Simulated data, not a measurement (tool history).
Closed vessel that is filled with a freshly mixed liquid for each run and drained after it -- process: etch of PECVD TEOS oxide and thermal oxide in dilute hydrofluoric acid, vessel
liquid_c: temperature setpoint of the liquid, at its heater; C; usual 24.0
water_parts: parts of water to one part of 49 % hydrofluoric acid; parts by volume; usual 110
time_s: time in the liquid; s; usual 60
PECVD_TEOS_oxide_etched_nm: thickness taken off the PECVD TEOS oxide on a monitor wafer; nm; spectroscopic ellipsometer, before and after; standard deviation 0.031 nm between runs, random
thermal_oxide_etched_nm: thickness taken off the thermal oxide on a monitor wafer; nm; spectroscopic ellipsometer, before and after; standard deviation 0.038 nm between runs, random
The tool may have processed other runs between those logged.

run    hour  liquid_c  water_parts  time_s  wafers since the last listed run  hours since the thermometer was replaced  hours since the hydrofluoric acid flow meter was replaced  hours since the gauge calibration  read-back film thickness of the PECVD TEOS oxide reference wafer, read on the same gauge (nm)  read-back film thickness of the thermal oxide reference wafer, read on the same gauge (nm)  PECVD_TEOS_oxide_etched_nm  thermal_oxide_etched_nm
  1     0.0      24.0           70      60                                 0                                    1270.5                                                     1606.2                             1384.9                                                                                          89.99                                                                                      80.000                       13.02                    4.107
  2    30.2      24.0          135      60                              3979                                    1300.7                                                     1636.4                             1415.1                                                                                          90.00                                                                                      80.001                        6.25                    2.018
  3   157.7      24.0          135      60                             16800                                    1428.2                                                     1763.9                             1542.6                                                                                          90.01                                                                                      79.999                        6.21                    2.016
  4   185.2      24.0          110      60                              3623                                    1455.7                                                     1791.4                             1570.1                                                                                          89.99                                                                                      80.020                        7.87                    2.562
  5   243.1      24.0          110      60                              7629                                    1513.6                                                     1849.3                             1628.0                                                                                          90.00                                                                                      79.960                        7.85                    2.482
  6   277.7      24.0          110      60                              4559                                    1548.2                                                     1883.9                             1662.6                                                                                          90.01                                                                                      79.975                        7.90                    2.525
      305.2  -- thermometer replaced
  7   320.6      24.0          110      60                              5520                                      15.4                                                     1926.8                             1705.5                                                                                          89.99                                                                                      79.936                        7.86                    2.441
  8   357.8      24.0           95      60                              4901                                      52.6                                                     1964.0                             1742.7                                                                                          89.98                                                                                      80.051                        9.27                    2.946
      399.5  -- gauge calibrated
  9   409.8      24.0           95      60                              6851                                     104.6                                                     2016.0                               10.3                                                                                          89.98                                                                                      79.970                        9.32                    2.919
 10   469.8      24.0          110      60                              7905                                     164.6                                                     2076.0                               70.3                                                                                          89.99                                                                                      80.009                        7.83                    2.557
 11   534.4      24.0           65      60                              8512                                     229.2                                                     2140.6                              134.9                                                                                          89.97                                                                                      80.000                       14.04                    4.453
 12   689.2      24.0          110      60                             20397                                     384.0                                                     2295.4                              289.7                                                                                          90.00                                                                                      80.047                        7.87                    2.508
 13   720.5      24.0           90      45                              4124                                     415.3                                                     2326.7                              321.0                                                                                          89.96                                                                                      79.996                        7.43                    2.370
 14   768.4      24.0          110      75                              6311                                     463.2                                                     2374.6                              368.9                                                                                          90.00                                                                                      80.038                        9.89                    3.133
      830.2  -- hydrofluoric acid flow meter replaced
 15   834.5      26.5          130      90                              8577                                     529.3                                                        4.3                              435.0                                                                                          90.00                                                                                      79.967                       10.72                    3.346
 16   885.7      24.0          110      60                              6746                                     580.5                                                       55.5                              486.2                                                                                          89.97                                                                                      79.988                        7.90                    2.539
 17   929.5      27.5          110      50                              5771                                     624.3                                                       99.3                              530.0                                                                                          90.03                                                                                      79.982                        7.48                    2.497
 18   997.9      27.0           70      90                              9012                                     692.7                                                      167.7                              598.4                                                                                          89.99                                                                                      79.967                       22.03                    7.078
 19  1031.3      19.0          145      50                              4400                                     726.1                                                      201.1                              631.8                                                                                          89.97                                                                                      79.944                        3.93                    1.264
 20  1090.4      28.0          150      80                              7787                                     785.2                                                      260.2                              690.9                                                                                          89.99                                                                                      79.995                        8.50                    2.825
 21  1150.5      24.0          110      60                              7919                                     845.3                                                      320.3                              751.0                                                                                          90.00                                                                                      80.045                        7.88                    2.533
 22  1183.8      20.0          165      85                              4387                                     878.6                                                      353.6                              784.3                                                                                          90.02                                                                                      79.995                        5.96                    1.887
 23  1249.8      24.0          110      45                              8696                                     944.6                                                      419.6                              850.3                                                                                          90.00                                                                                      80.009                        5.88                    1.860
 24  1306.4      24.0           85      60                              7457                                    1001.2                                                      476.2                              906.9                                                                                          89.97                                                                                      79.998                       10.49                    3.321
 25  1363.5      24.0          110      60                              7523                                    1058.3                                                      533.3                              964.0                                                                                          89.97                                                                                      80.006                        7.85                    2.496

Hidden state, per run?
liquid hotter than its thermometer reads (K): 0 on each run
hydrofluoric acid flow below the setpoint (%): 0 on each run
gauge reads high (%): 0 on each run
